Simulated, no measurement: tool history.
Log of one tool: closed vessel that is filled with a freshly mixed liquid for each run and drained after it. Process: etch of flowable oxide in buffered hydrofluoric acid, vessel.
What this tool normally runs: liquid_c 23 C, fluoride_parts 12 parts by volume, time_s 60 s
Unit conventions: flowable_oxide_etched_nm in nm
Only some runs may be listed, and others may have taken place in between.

| run | hour | liquid_c | fluoride_parts | time_s | read-back film thickness of the flowable oxide reference wafer, read on the same gauge (nm) | flowable_oxide_etched_nm |
|---|---|---|---|---|---|---|
| 1 | 0 | 23 | 11 | 60 | 66 | 288.12 |
| 2 | 45.2 | 23 | 11 | 60 | 66.02 | 286.23 |
|  | 62.9 | gauge calibrated |
| 3 | 105.2 | 23 | 11 | 60 | 69.66 | 302.9 |
| 4 | 170 | 23 | 9.5 | 60 | 69.16 | 340.45 |
| 5 | 214.1 | 23 | 9.5 | 60 | 68.87 | 343.77 |
| 6 | 245.8 | 23 | 8.5 | 60 | 68.69 | 375.1 |
| 7 | 312.2 | 23 | 14 | 60 | 68.37 | 234.79 |
| 8 | 377 | 26 | 10 | 60 | 68 | 384.32 |
| 9 | 438 | 26 | 10 | 60 | 67.83 | 380.33 |
| 10 | 506.8 | 26 | 10 | 60 | 67.55 | 379.9 |
| 11 | 658.1 | 23 | 12 | 60 | 67.15 | 269.1 |
|  | 687.8 | hydrofluoric acid flow meter replaced |
| 12 | 697.9 | 23 | 12 | 60 | 67.13 | 268.95 |
|  | 702.2 | thermometer replaced |
| 13 | 768.2 | 23 | 12 | 60 | 66.96 | 270.19 |
| 14 | 815.9 | 23 | 12 | 60 | 66.91 | 268.5 |
| 15 | 848.3 | 20 | 15.5 | 60 | 66.88 | 175.66 |
| 16 | 891.4 | 23 | 8.5 | 60 | 66.78 | 362.78 |
| 17 | 958 | 23 | 12 | 60 | 66.73 | 267.63 |
| 18 | 1029.3 | 23 | 12 | 60 | 66.66 | 267.98 |
| 19 | 1078.1 | 26 | 12 | 80 | 66.61 | 418.67 |
| 20 | 1149.3 | 23 | 12 | 60 | 66.55 | 264.62 |
| 21 | 1181.6 | 25 | 14.5 | 45 | 66.5 | 184.64 |
|  | 1210.6 | gauge calibrated |
| 22 | 1215.2 | 24.5 | 12 | 70 | 70.49 | 357.63 |
| 23 | 1366.2 | 28 | 14.5 | 85 | 69.42 | 427.91 |
| 24 | 1437.7 | 23 | 12 | 60 | 69.02 | 277.82 |
| 25 | 1505 | 23 | 7.5 | 80 | 68.68 | 565.19 |
| 26 | 1573.7 | 23 | 10 | 60 | 68.4 | 331.52 |
| 27 | 1616.8 | 21.5 | 12 | 30 | 68.24 | 125.39 |
| 28 | 1641.8 | 19 | 10.5 | 30 | 68.2 | 124.07 |
| 29 | 1817.4 | 23 | 12 | 60 | 67.7 | 273.08 |
|  | 1837.5 | hydrofluoric acid flow meter replaced |
| 30 | 1866.7 | 18.5 | 14 | 60 | 67.6 | 182.17 |
| 31 | 1901 | 23 | 8 | 95 | 67.53 | 622.46 |
| 32 | 1934.6 | 20 | 15.5 | 60 | 67.49 | 178.01 |

Here are 5 independent what-if runs from the current tool condition. What would each one return?
| A | 1935.3 | 23 | 12 | 60 | ? | ? |
| B | 1935.3 | 23 | 17 | 45 | ? | ? |
| C | 1935.3 | 26 | 12 | 60 | ? | ? |
| D | 1935.3 | 23 | 12 | 80 | ? | ? |
| E | 1935.3 | 23 | 12 | 85 | ? | ? |

| run | read-back film thickness of the flowable oxide reference wafer, read on the same gauge (nm) | flowable_oxide_etched_nm |
|---|---|---|
| A | 67.51 | 270.18 |
| B | 67.51 | 143.95 |
| C | 67.51 | 318.06 |
| D | 67.51 | 360.23 |
| E | 67.51 | 382.75 |
Stripped of hidden state, with their random variation kept, the same runs would have yielded:
| run | flowable_oxide_etched_nm |
|---|---|
| A | 280.19 |
| B | 149.29 |
| C | 329.85 |
| D | 373.59 |
| E | 396.94 |
